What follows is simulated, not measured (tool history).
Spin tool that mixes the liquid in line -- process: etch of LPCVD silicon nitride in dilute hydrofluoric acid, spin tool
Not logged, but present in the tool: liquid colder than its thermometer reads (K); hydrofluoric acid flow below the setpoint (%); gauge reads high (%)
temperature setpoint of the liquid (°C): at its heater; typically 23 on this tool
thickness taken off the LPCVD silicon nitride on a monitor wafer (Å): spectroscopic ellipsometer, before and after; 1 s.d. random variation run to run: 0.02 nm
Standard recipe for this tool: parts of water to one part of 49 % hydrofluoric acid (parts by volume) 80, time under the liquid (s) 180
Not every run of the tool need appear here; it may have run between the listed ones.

| run | hour | temperature setpoint of the liquid (°C) | parts of water to one part of 49 % hydrofluoric acid (parts by volume) | time under the liquid (s) | wafers since the last listed run | hours since the thermometer was replaced | hours since the hydrofluoric acid flow meter was replaced | hours since the gauge calibration | read-back film thickness of the LPCVD silicon nitride reference wafer, read on the same gauge (nm) | thickness taken off the LPCVD silicon nitride on a monitor wafer (Å) |
|---|---|---|---|---|---|---|---|---|---|---|
| 1 | 0 | 23 | 80 | 180 | 0 | 1133.4 | 2378.4 | 174.3 | 129.997 | 11.24 |
| 2 | 14.9 | 23 | 80 | 180 | 57 | 1148.3 | 2393.3 | 189.2 | 130.009 | 11.36 |
| 3 | 32.1 | 23 | 80 | 180 | 66 | 1165.5 | 2410.5 | 206.4 | 130.027 | 11.06 |
| 4 | 47.3 | 23 | 80 | 215 | 58 | 1180.7 | 2425.7 | 221.6 | 129.98 | 13.19 |
|  | 59.7 | gauge calibrated |
| 5 | 64.6 | 23 | 55 | 225 | 66 | 1198 | 2443 | 4.9 | 130 | 20.71 |
| 6 | 71.9 | 23 | 55 | 225 | 28 | 1205.3 | 2450.3 | 12.2 | 129.989 | 20.51 |
| 7 | 88.8 | 23 | 55 | 225 | 65 | 1222.2 | 2467.2 | 29.1 | 129.998 | 20.32 |
| 8 | 104.8 | 23 | 80 | 180 | 61 | 1238.2 | 2483.2 | 45.1 | 129.999 | 11.49 |
|  | 112.3 | thermometer replaced |
| 9 | 116.2 | 23 | 80 | 180 | 40 | 3.9 | 2494.6 | 56.5 | 130.006 | 11.48 |
|  | 125.9 | hydrofluoric acid flow meter replaced |
| 10 | 132.2 | 23 | 80 | 180 | 58 | 19.9 | 6.3 | 72.5 | 129.984 | 11.33 |
| 11 | 140.1 | 23 | 80 | 180 | 30 | 27.8 | 14.2 | 80.4 | 129.992 | 11.26 |
| 12 | 169 | 25 | 60 | 180 | 111 | 56.7 | 43.1 | 109.3 | 130.01 | 16.62 |
| 13 | 180.8 | 23 | 65 | 180 | 45 | 68.5 | 54.9 | 121.1 | 129.992 | 13.83 |
| 14 | 194.9 | 26 | 80 | 225 | 54 | 82.6 | 69 | 135.2 | 130.024 | 17.02 |
| 15 | 202.2 | 23 | 80 | 180 | 28 | 89.9 | 76.3 | 142.5 | 130.004 | 11.28 |
| 16 | 217.4 | 23 | 65 | 125 | 58 | 105.1 | 91.5 | 157.7 | 130.024 | 9.65 |
| 17 | 232.7 | 23 | 80 | 180 | 59 | 120.4 | 106.8 | 173 | 130.011 | 11.28 |
|  | 239.3 | gauge calibrated |
| 18 | 243.3 | 18.5 | 115 | 270 | 41 | 131 | 117.4 | 4 | 129.992 | 8.77 |
| 19 | 258.5 | 28 | 115 | 275 | 58 | 146.2 | 132.6 | 19.2 | 130.007 | 16.87 |
| 20 | 268.2 | 20 | 80 | 115 | 37 | 155.9 | 142.3 | 28.9 | 129.986 | 5.74 |
| 21 | 281.1 | 23 | 80 | 180 | 49 | 168.8 | 155.2 | 41.8 | 130.009 | 11.45 |
| 22 | 289.3 | 28 | 45 | 180 | 31 | 177 | 163.4 | 50 | 129.994 | 27.43 |
| 23 | 300.4 | 20 | 80 | 115 | 42 | 188.1 | 174.5 | 61.1 | 129.995 | 5.74 |
| 24 | 314.3 | 20 | 115 | 180 | 53 | 202 | 188.4 | 75 | 130.002 | 6.54 |

Forecast each of these 5 alternatives for the next run:
| A | 314.8 | 21 | 80 | 180 | 1 | 202.5 | 188.9 | 75.5 | ? | ? |
| B | 314.8 | 21 | 95 | 180 | 1 | 202.5 | 188.9 | 75.5 | ? | ? |
| C | 314.8 | 25 | 80 | 115 | 1 | 202.5 | 188.9 | 75.5 | ? | ? |
| D | 314.8 | 24.5 | 105 | 230 | 1 | 202.5 | 188.9 | 75.5 | ? | ? |
| E | 314.8 | 21 | 70 | 115 | 1 | 202.5 | 188.9 | 75.5 | ? | ? |

| run | read-back film thickness of the LPCVD silicon nitride reference wafer, read on the same gauge (nm) | thickness taken off the LPCVD silicon nitride on a monitor wafer (Å) |
|---|---|---|
| A | 129.998 | 9.66 |
| B | 129.998 | 8.16 |
| C | 129.998 | 8.07 |
| D | 129.998 | 11.93 |
| E | 129.998 | 7.03 |
Without the tool's unlogged condition, the same runs would have read:
| run | thickness taken off the LPCVD silicon nitride on a monitor wafer (Å) |
|---|---|
| A | 9.66 |
| B | 8.16 |
| C | 8.07 |
| D | 11.93 |
| E | 7.03 |
